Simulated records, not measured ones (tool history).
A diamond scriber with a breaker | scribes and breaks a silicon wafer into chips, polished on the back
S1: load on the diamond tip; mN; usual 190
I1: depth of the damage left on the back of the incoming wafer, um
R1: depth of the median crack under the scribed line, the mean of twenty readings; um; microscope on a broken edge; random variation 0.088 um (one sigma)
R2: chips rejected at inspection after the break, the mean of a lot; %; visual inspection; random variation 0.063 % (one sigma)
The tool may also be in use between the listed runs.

Run 1, hour 0.0: usual settings; I1 0.03. Result: R1 8.04 um, R2 1.83 %.
Run 2, hour 47.7: usual settings but S1 145 mN; I1 0.04. Result: R1 6.45 um, R2 9.34 %.
Run 3, hour 109.0: usual settings but S1 145 mN; I1 0.04. Result: R1 6.40 um, R2 8.82 %.
Run 4, hour 180.8: usual settings but S1 162 mN; I1 0.02. Result: R1 7.03 um, R2 4.36 %.
Run 5, hour 247.2: usual settings; I1 0.02. Result: R1 7.99 um, R2 1.65 %.
At hour 296.0: diamond tip replaced by a new one.
Run 6, hour 317.6: usual settings; I1 0.02. Result: R1 8.40 um, R2 1.77 %.
Run 7, hour 386.8: usual settings; I1 0.02. Result: R1 8.32 um, R2 1.78 %.
Run 8, hour 434.1: usual settings; I1 0.01. Result: R1 8.57 um, R2 1.94 %.
Run 9, hour 494.1: usual settings; I1 0.02. Result: R1 8.70 um, R2 1.85 %.
Run 10, hour 533.1: usual settings but S1 165 mN; I1 0.03. Result: R1 7.70 um, R2 2.29 %.
Run 11, hour 574.1: usual settings but S1 215 mN; I1 0.02. Result: R1 9.34 um, R2 4.10 %.
At hour 598.5: load on the tip recalibrated.
Run 12, hour 608.1: usual settings but S1 164 mN; I1 0.02. Result: R1 7.23 um, R2 3.44 %.
Run 13, hour 633.0: usual settings but S1 150 mN; I1 0.04. Result: R1 6.81 um, R2 6.34 %.
Run 14, hour 666.9: usual settings but S1 168 mN; I1 0.03. Result: R1 7.33 um, R2 3.20 %.
Run 15, hour 710.3: usual settings but S1 228 mN; I1 0.02. Result: R1 9.26 um, R2 3.78 %.
At hour 750.4: diamond tip replaced by a new one.
Run 16, hour 750.9: usual settings; I1 0.02. Result: R1 8.20 um, R2 1.72 %.
Run 17, hour 817.0: usual settings but S1 227 mN; I1 0.04. Result: R1 9.36 um, R2 4.29 %.

The next listed run, before its measurement:
Run 18, hour 851.3: usual settings; I1 0.03. Result: R1 ?, R2 ?.

{"run 18": {"R1": 8.24, "R2": 1.69}}
Without the tool's hidden state the same run would have given R1 8.14 um, R2 1.68 %.
